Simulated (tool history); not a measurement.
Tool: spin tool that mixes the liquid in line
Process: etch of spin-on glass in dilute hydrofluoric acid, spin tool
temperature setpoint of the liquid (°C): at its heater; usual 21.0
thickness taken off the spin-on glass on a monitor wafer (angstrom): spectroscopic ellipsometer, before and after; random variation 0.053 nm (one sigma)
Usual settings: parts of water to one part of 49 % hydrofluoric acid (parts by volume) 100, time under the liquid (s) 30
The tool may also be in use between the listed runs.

| run | day | temperature setpoint of the liquid (°C) | parts of water to one part of 49 % hydrofluoric acid (parts by volume) | time under the liquid (s) | wafers since the last listed run | hours since the thermometer was replaced | hours since the hydrofluoric acid flow meter was replaced | hours since the gauge calibration | read-back film thickness of the spin-on glass reference wafer, read on the same gauge (nm) | thickness taken off the spin-on glass on a monitor wafer (angstrom) |
|---|---|---|---|---|---|---|---|---|---|---|
| 1 | 0.000 | 21.0 | 100 | 45 | 0 | 1897.4 | 1542.7 | 611.2 | 79.98 | 162.4 |
| 2 | 0.471 | 24.0 | 100 | 30 | 118 | 1908.7 | 1554.0 | 622.5 | 80.00 | 123.4 |
| 3 | 1.221 | 24.0 | 100 | 30 | 188 | 1926.7 | 1572.0 | 640.5 | 80.00 | 123.8 |
| 4 | 1.654 | 24.0 | 100 | 30 | 108 | 1937.1 | 1582.4 | 650.9 | 80.00 | 123.6 |
| 5 | 2.171 | 21.0 | 100 | 30 | 129 | 1949.5 | 1594.8 | 663.3 | 79.99 | 108.8 |
| 6 | 2.525 | 21.0 | 100 | 30 | 88 | 1958.0 | 1603.3 | 671.8 | 80.00 | 109.4 |
| 7 | 3.046 | 21.0 | 100 | 30 | 130 | 1970.5 | 1615.8 | 684.3 | 80.03 | 109.8 |
| 8 | 3.762 | 21.0 | 100 | 30 | 179 | 1987.7 | 1633.0 | 701.5 | 80.01 | 110.3 |
| 9 | 4.067 | 21.0 | 100 | 30 | 76 | 1995.0 | 1640.3 | 708.8 | 80.00 | 110.2 |
| 10 | 4.762 | 25.0 | 135 | 30 | 174 | 2011.7 | 1657.0 | 725.5 | 79.98 | 91.7 |
|  | 5.112 | gauge calibrated |
| 11 | 5.192 | 21.0 | 100 | 30 | 107 | 2022.0 | 1667.3 | 1.9 | 80.00 | 110.9 |
| 12 | 5.771 | 18.0 | 60 | 20 | 145 | 2035.9 | 1681.2 | 15.8 | 80.01 | 113.3 |
| 13 | 6.388 | 17.5 | 115 | 25 | 154 | 2050.7 | 1696.0 | 30.6 | 79.99 | 69.1 |
| 14 | 6.675 | 18.0 | 85 | 15 | 72 | 2057.6 | 1702.9 | 37.5 | 80.03 | 58.6 |
| 15 | 8.008 | 24.5 | 55 | 40 | 334 | 2089.6 | 1734.9 | 69.5 | 79.99 | 326.6 |
|  | 8.275 | hydrofluoric acid flow meter replaced |
| 16 | 8.471 | 19.0 | 100 | 15 | 105 | 2100.7 | 4.7 | 80.6 | 80.00 | 51.1 |
| 17 | 8.883 | 18.0 | 115 | 45 | 103 | 2110.6 | 14.6 | 90.5 | 79.99 | 126.4 |
| 18 | 9.246 | 23.0 | 50 | 25 | 91 | 2119.3 | 23.3 | 99.2 | 80.00 | 213.2 |
|  | 9.396 | thermometer replaced |
| 19 | 9.858 | 24.5 | 115 | 15 | 143 | 11.1 | 38.0 | 113.9 | 79.99 | 48.3 |
| 20 | 10.262 | 21.0 | 80 | 15 | 101 | 20.8 | 47.7 | 123.6 | 80.00 | 63.6 |
| 21 | 10.567 | 25.5 | 50 | 40 | 76 | 28.1 | 55.0 | 130.9 | 79.99 | 337.7 |
| 22 | 11.083 | 24.5 | 125 | 45 | 129 | 40.5 | 67.4 | 143.3 | 79.99 | 133.5 |
| 23 | 12.512 | 21.0 | 100 | 30 | 358 | 74.8 | 101.7 | 177.6 | 80.00 | 99.6 |
| 24 | 13.242 | 21.0 | 125 | 35 | 183 | 92.3 | 119.2 | 195.1 | 79.99 | 90.9 |
| 25 | 13.546 | 21.0 | 100 | 30 | 76 | 99.6 | 126.5 | 202.4 | 80.00 | 99.1 |
| 26 | 14.083 | 17.0 | 145 | 50 | 134 | 112.5 | 139.4 | 215.3 | 80.00 | 92.8 |
| 27 | 14.721 | 21.0 | 100 | 30 | 160 | 127.8 | 154.7 | 230.6 | 80.01 | 98.7 |
| 28 | 15.388 | 19.0 | 145 | 30 | 167 | 143.8 | 170.7 | 246.6 | 80.01 | 60.4 |
| 29 | 15.796 | 17.0 | 100 | 30 | 102 | 153.6 | 180.5 | 256.4 | 80.02 | 84.5 |
| 30 | 16.325 | 25.5 | 100 | 15 | 132 | 166.3 | 193.2 | 269.1 | 80.00 | 59.7 |
| 31 | 16.733 | 21.0 | 100 | 30 | 102 | 176.1 | 203.0 | 278.9 | 79.97 | 99.8 |
| 32 | 17.258 | 24.5 | 100 | 30 | 131 | 188.7 | 215.6 | 291.5 | 80.00 | 115.8 |
| 33 | 17.571 | 19.5 | 100 | 50 | 78 | 196.2 | 223.1 | 299.0 | 80.02 | 155.8 |

The tool's hidden state at each run:
hydrofluoric acid flow below the setpoint (%): 0 in every run
gauge reads high (%): 0 in every run
H1: liquid hotter than its thermometer reads (K)
| run | H1 |
|---|---|
| 1 | 2.6 |
| 2 | 2.62 |
| 3 | 2.64 |
| 4 | 2.65 |
| 5 | 2.67 |
| 6 | 2.68 |
| 7 | 2.7 |
| 8 | 2.72 |
| 9 | 2.73 |
| 10 | 2.75 |
| 11 | 2.77 |
| 12 | 2.79 |
| 13 | 2.81 |
| 14 | 2.81 |
| 15 | 2.86 |
| 16 | 2.87 |
| 17 | 2.89 |
| 18 | 2.9 |
| 19 | 0.0422 |
| 20 | 0.0551 |
| 21 | 0.0648 |
| 22 | 0.0813 |
| 23 | 0.127 |
| 24 | 0.15 |
| 25 | 0.16 |
| 26 | 0.177 |
| 27 | 0.198 |
| 28 | 0.219 |
| 29 | 0.232 |
| 30 | 0.249 |
| 31 | 0.262 |
| 32 | 0.279 |
| 33 | 0.289 |
